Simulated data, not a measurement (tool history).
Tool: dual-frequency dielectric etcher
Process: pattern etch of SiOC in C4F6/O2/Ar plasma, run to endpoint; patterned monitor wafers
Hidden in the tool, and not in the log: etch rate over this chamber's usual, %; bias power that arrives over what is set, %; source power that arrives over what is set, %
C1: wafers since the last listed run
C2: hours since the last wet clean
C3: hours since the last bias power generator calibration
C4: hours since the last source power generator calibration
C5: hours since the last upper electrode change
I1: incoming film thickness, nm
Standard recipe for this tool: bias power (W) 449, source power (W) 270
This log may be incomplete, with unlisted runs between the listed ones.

run 1 hour=0.0 | bias_power_(W)=449 source_power_(W)=270 | C1=0 C2=174.1 C3=2010.5 C4=4244.1 C5=4012.9 | I1=53.1 | endpoint_time_(s)=23.3
run 2 hour=13.3 | bias_power_(W)=449 source_power_(W)=270 | C1=293 C2=187.4 C3=2023.8 C4=4257.4 C5=4026.2 | I1=52.5 | endpoint_time_(s)=22.8
run 3 hour=47.0 | bias_power_(W)=449 source_power_(W)=270 | C1=743 C2=221.1 C3=2057.5 C4=4291.1 C5=4059.9 | I1=52.1 | endpoint_time_(s)=22.6
run 4 hour=60.1 | bias_power_(W)=449 source_power_(W)=270 | C1=288 C2=234.2 C3=2070.6 C4=4304.2 C5=4073.0 | I1=52.4 | endpoint_time_(s)=23.1
run 5 hour=80.5 | bias_power_(W)=449 source_power_(W)=270 | C1=449 C2=254.6 C3=2091.0 C4=4324.6 C5=4093.4 | I1=52.1 | endpoint_time_(s)=22.7
run 6 hour=114.0 | bias_power_(W)=449 source_power_(W)=270 | C1=738 C2=288.1 C3=2124.5 C4=4358.1 C5=4126.9 | I1=52.5 | endpoint_time_(s)=22.6
run 7 hour=135.5 | bias_power_(W)=449 source_power_(W)=270 | C1=474 C2=309.6 C3=2146.0 C4=4379.6 C5=4148.4 | I1=53.1 | endpoint_time_(s)=22.8
-- hour=169.2 wet clean of the chamber
run 8 hour=169.7 | bias_power_(W)=449 source_power_(W)=270 | C1=224 C2=0.5 C3=2180.2 C4=4413.8 C5=4182.6 | I1=52.5 | endpoint_time_(s)=21.9
run 9 hour=185.3 | bias_power_(W)=449 source_power_(W)=270 | C1=344 C2=16.1 C3=2195.8 C4=4429.4 C5=4198.2 | I1=51.9 | endpoint_time_(s)=21.3
run 10 hour=215.6 | bias_power_(W)=449 source_power_(W)=270 | C1=668 C2=46.4 C3=2226.1 C4=4459.7 C5=4228.5 | I1=52.6 | endpoint_time_(s)=21.6
-- hour=248.2 source power generator calibrated
run 11 hour=251.3 | bias_power_(W)=449 source_power_(W)=270 | C1=699 C2=82.1 C3=2261.8 C4=3.1 C5=4264.2 | I1=52.4 | endpoint_time_(s)=21.5
run 12 hour=271.7 | bias_power_(W)=449 source_power_(W)=270 | C1=449 C2=102.5 C3=2282.2 C4=23.5 C5=4284.6 | I1=52.9 | endpoint_time_(s)=21.7
-- hour=298.0 wet clean of the chamber, repeated, since the last time left the tool worse
run 13 hour=299.5 | bias_power_(W)=449 source_power_(W)=270 | C1=83 C2=1.5 C3=2310.0 C4=51.3 C5=4312.4 | I1=53.0 | endpoint_time_(s)=23.4
-- hour=318.2 bias power generator calibrated
run 14 hour=321.9 | bias_power_(W)=407 source_power_(W)=270 | C1=405 C2=23.9 C3=3.7 C4=73.7 C5=4334.8 | I1=53.1 | endpoint_time_(s)=24.9
run 15 hour=351.7 | bias_power_(W)=449 source_power_(W)=290 | C1=657 C2=53.7 C3=33.5 C4=103.5 C5=4364.6 | I1=52.9 | endpoint_time_(s)=22.2
run 16 hour=385.5 | bias_power_(W)=449 source_power_(W)=270 | C1=745 C2=87.5 C3=67.3 C4=137.3 C5=4398.4 | I1=52.5 | endpoint_time_(s)=23.2
run 17 hour=408.8 | bias_power_(W)=348 source_power_(W)=270 | C1=513 C2=110.8 C3=90.6 C4=160.6 C5=4421.7 | I1=52.3 | endpoint_time_(s)=26.7
run 18 hour=442.0 | bias_power_(W)=394 source_power_(W)=240 | C1=732 C2=144.0 C3=123.8 C4=193.8 C5=4454.9 | I1=52.7 | endpoint_time_(s)=26.3
run 19 hour=474.1 | bias_power_(W)=449 source_power_(W)=340 | C1=708 C2=176.1 C3=155.9 C4=225.9 C5=4487.0 | I1=52.3 | endpoint_time_(s)=19.8
-- hour=512.0 upper electrode replaced
run 20 hour=512.5 | bias_power_(W)=548 source_power_(W)=270 | C1=317 C2=214.5 C3=194.3 C4=264.3 C5=0.5 | I1=52.8 | endpoint_time_(s)=20.3
run 21 hour=514.5 | bias_power_(W)=355 source_power_(W)=300 | C1=44 C2=216.5 C3=196.3 C4=266.3 C5=2.5 | I1=52.8 | endpoint_time_(s)=24.6
run 22 hour=546.7 | bias_power_(W)=449 source_power_(W)=270 | C1=710 C2=248.7 C3=228.5 C4=298.5 C5=34.7 | I1=52.1 | endpoint_time_(s)=22.3
run 23 hour=559.3 | bias_power_(W)=381 source_power_(W)=290 | C1=277 C2=261.3 C3=241.1 C4=311.1 C5=47.3 | I1=52.3 | endpoint_time_(s)=24.0
run 24 hour=583.1 | bias_power_(W)=522 source_power_(W)=230 | C1=524 C2=285.1 C3=264.9 C4=334.9 C5=71.1 | I1=52.1 | endpoint_time_(s)=22.6
run 25 hour=610.0 | bias_power_(W)=504 source_power_(W)=270 | C1=593 C2=312.0 C3=291.8 C4=361.8 C5=98.0 | I1=52.0 | endpoint_time_(s)=21.0
run 26 hour=660.6 | bias_power_(W)=415 source_power_(W)=230 | C1=1116 C2=362.6 C3=342.4 C4=412.4 C5=148.6 | I1=52.5 | endpoint_time_(s)=26.2
-- hour=694.6 wet clean of the chamber
run 27 hour=695.1 | bias_power_(W)=343 source_power_(W)=220 | C1=231 C2=0.5 C3=376.9 C4=446.9 C5=183.1 | I1=52.2 | endpoint_time_(s)=30.9
run 28 hour=718.4 | bias_power_(W)=535 source_power_(W)=220 | C1=513 C2=23.8 C3=400.2 C4=470.2 C5=206.4 | I1=52.4 | endpoint_time_(s)=23.6
run 29 hour=736.3 | bias_power_(W)=449 source_power_(W)=270 | C1=394 C2=41.7 C3=418.1 C4=488.1 C5=224.3 | I1=52.0 | endpoint_time_(s)=22.8

Predict each of these 3 candidate next runs independently; none follows another, all start after run 29:
run A hour=736.7 | bias_power_(W)=449 source_power_(W)=270 | C1=8 C2=42.1 C3=418.5 C4=488.5 C5=224.7 | I1=52.7 | endpoint_time_(s)=?
run B hour=736.7 | bias_power_(W)=449 source_power_(W)=220 | C1=8 C2=42.1 C3=418.5 C4=488.5 C5=224.7 | I1=52.7 | endpoint_time_(s)=?
run C hour=736.7 | bias_power_(W)=478 source_power_(W)=320 | C1=8 C2=42.1 C3=418.5 C4=488.5 C5=224.7 | I1=52.7 | endpoint_time_(s)=?

run=A endpoint_time_(s)=23.4
run=B endpoint_time_(s)=26.3
run=C endpoint_time_(s)=20.6
With no hidden state in the tool, these same runs would have given:
run=A endpoint_time_(s)=23.6
run=B endpoint_time_(s)=26.6
run=C endpoint_time_(s)=20.8

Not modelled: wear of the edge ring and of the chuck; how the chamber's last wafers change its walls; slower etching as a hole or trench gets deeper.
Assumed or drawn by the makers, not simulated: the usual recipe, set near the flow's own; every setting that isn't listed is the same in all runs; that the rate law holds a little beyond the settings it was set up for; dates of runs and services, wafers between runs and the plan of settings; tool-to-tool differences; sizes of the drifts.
